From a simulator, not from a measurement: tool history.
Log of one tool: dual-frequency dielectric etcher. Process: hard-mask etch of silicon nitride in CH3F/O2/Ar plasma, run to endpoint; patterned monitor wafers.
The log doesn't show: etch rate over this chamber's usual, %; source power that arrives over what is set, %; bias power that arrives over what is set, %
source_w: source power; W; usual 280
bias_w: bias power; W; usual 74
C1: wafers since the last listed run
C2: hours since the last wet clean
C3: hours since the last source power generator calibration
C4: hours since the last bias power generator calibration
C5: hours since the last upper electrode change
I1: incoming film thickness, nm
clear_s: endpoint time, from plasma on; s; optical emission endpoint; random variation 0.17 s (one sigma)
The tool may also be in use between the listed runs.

run 1 hour=0 | source_w=280 bias_w=74 | C1=0 C2=78.7 C3=1122.4 C4=3268 C5=3805.3 | I1=31.82 | clear_s=53.1
run 2 hour=54.7 | source_w=280 bias_w=74 | C1=951 C2=133.4 C3=1177.1 C4=3322.7 C5=3860 | I1=32.39 | clear_s=54
run 3 hour=90.7 | source_w=280 bias_w=74 | C1=626 C2=169.4 C3=1213.1 C4=3358.7 C5=3896 | I1=31.84 | clear_s=52.5
run 4 hour=132.9 | source_w=330 bias_w=74 | C1=734 C2=211.6 C3=1255.3 C4=3400.9 C5=3938.2 | I1=31.89 | clear_s=50.2
run 5 hour=163.8 | source_w=330 bias_w=74 | C1=537 C2=242.5 C3=1286.2 C4=3431.8 C5=3969.1 | I1=32.4 | clear_s=51
run 6 hour=208.2 | source_w=280 bias_w=74 | C1=772 C2=286.9 C3=1330.6 C4=3476.2 C5=4013.5 | I1=31.93 | clear_s=52.8
run 7 hour=272.9 | source_w=340 bias_w=74 | C1=1125 C2=351.6 C3=1395.3 C4=3540.9 C5=4078.2 | I1=31.65 | clear_s=48.8
-- hour=322.9 wet clean of the chamber
run 8 hour=341.8 | source_w=230 bias_w=74 | C1=781 C2=18.9 C3=1464.2 C4=3609.8 C5=4147.1 | I1=32.34 | clear_s=56.6
run 9 hour=379.8 | source_w=230 bias_w=74 | C1=660 C2=56.9 C3=1502.2 C4=3647.8 C5=4185.1 | I1=32.06 | clear_s=56
run 10 hour=420.9 | source_w=230 bias_w=74 | C1=714 C2=98 C3=1543.3 C4=3688.9 C5=4226.2 | I1=32.29 | clear_s=56
-- hour=462.5 bias power generator calibrated
run 11 hour=481.8 | source_w=280 bias_w=83 | C1=989 C2=158.9 C3=1604.2 C4=19.3 C5=4287.1 | I1=31.96 | clear_s=50.2
-- hour=534.5 upper electrode replaced
run 12 hour=543.1 | source_w=320 bias_w=89 | C1=648 C2=220.2 C3=1665.5 C4=80.6 C5=8.6 | I1=31.7 | clear_s=46.3
-- hour=578.3 source power generator calibrated
run 13 hour=614.5 | source_w=240 bias_w=91 | C1=1172 C2=291.6 C3=36.2 C4=152 C5=80 | I1=32.04 | clear_s=50.3
run 14 hour=658.2 | source_w=220 bias_w=86 | C1=760 C2=335.3 C3=79.9 C4=195.7 C5=123.7 | I1=32.25 | clear_s=52.9
run 15 hour=698.4 | source_w=280 bias_w=83 | C1=699 C2=375.5 C3=120.1 C4=235.9 C5=163.9 | I1=32.09 | clear_s=49.5
-- hour=759.2 wet clean of the chamber
run 16 hour=763.7 | source_w=280 bias_w=74 | C1=718 C2=4.5 C3=185.4 C4=301.2 C5=229.2 | I1=31.9 | clear_s=53.3
run 17 hour=859 | source_w=280 bias_w=74 | C1=1657 C2=99.8 C3=280.7 C4=396.5 C5=324.5 | I1=32.13 | clear_s=53.1
run 18 hour=897.4 | source_w=260 bias_w=92 | C1=667 C2=138.2 C3=319.1 C4=434.9 C5=362.9 | I1=31.84 | clear_s=49.7
run 19 hour=965.5 | source_w=280 bias_w=63 | C1=1184 C2=206.3 C3=387.2 C4=503 C5=431 | I1=31.99 | clear_s=55.4
run 20 hour=994 | source_w=310 bias_w=74 | C1=495 C2=234.8 C3=415.7 C4=531.5 C5=459.5 | I1=32.09 | clear_s=50.9

3 ways to go on from here, each from the tool as it stands after run 20. What would each give?
run A hour=994.4 | source_w=280 bias_w=61 | C1=6 C2=235.2 C3=416.1 C4=531.9 C5=459.9 | I1=31.93 | clear_s=?
run B hour=994.4 | source_w=230 bias_w=57 | C1=6 C2=235.2 C3=416.1 C4=531.9 C5=459.9 | I1=31.93 | clear_s=?
run C hour=994.4 | source_w=240 bias_w=74 | C1=6 C2=235.2 C3=416.1 C4=531.9 C5=459.9 | I1=31.93 | clear_s=?

run=A clear_s=55.9
run=B clear_s=60.5
run=C clear_s=54.7
Without the tool's hidden state the same runs would have given:
run=A clear_s=57
run=B clear_s=61.7
run=C clear_s=55.7

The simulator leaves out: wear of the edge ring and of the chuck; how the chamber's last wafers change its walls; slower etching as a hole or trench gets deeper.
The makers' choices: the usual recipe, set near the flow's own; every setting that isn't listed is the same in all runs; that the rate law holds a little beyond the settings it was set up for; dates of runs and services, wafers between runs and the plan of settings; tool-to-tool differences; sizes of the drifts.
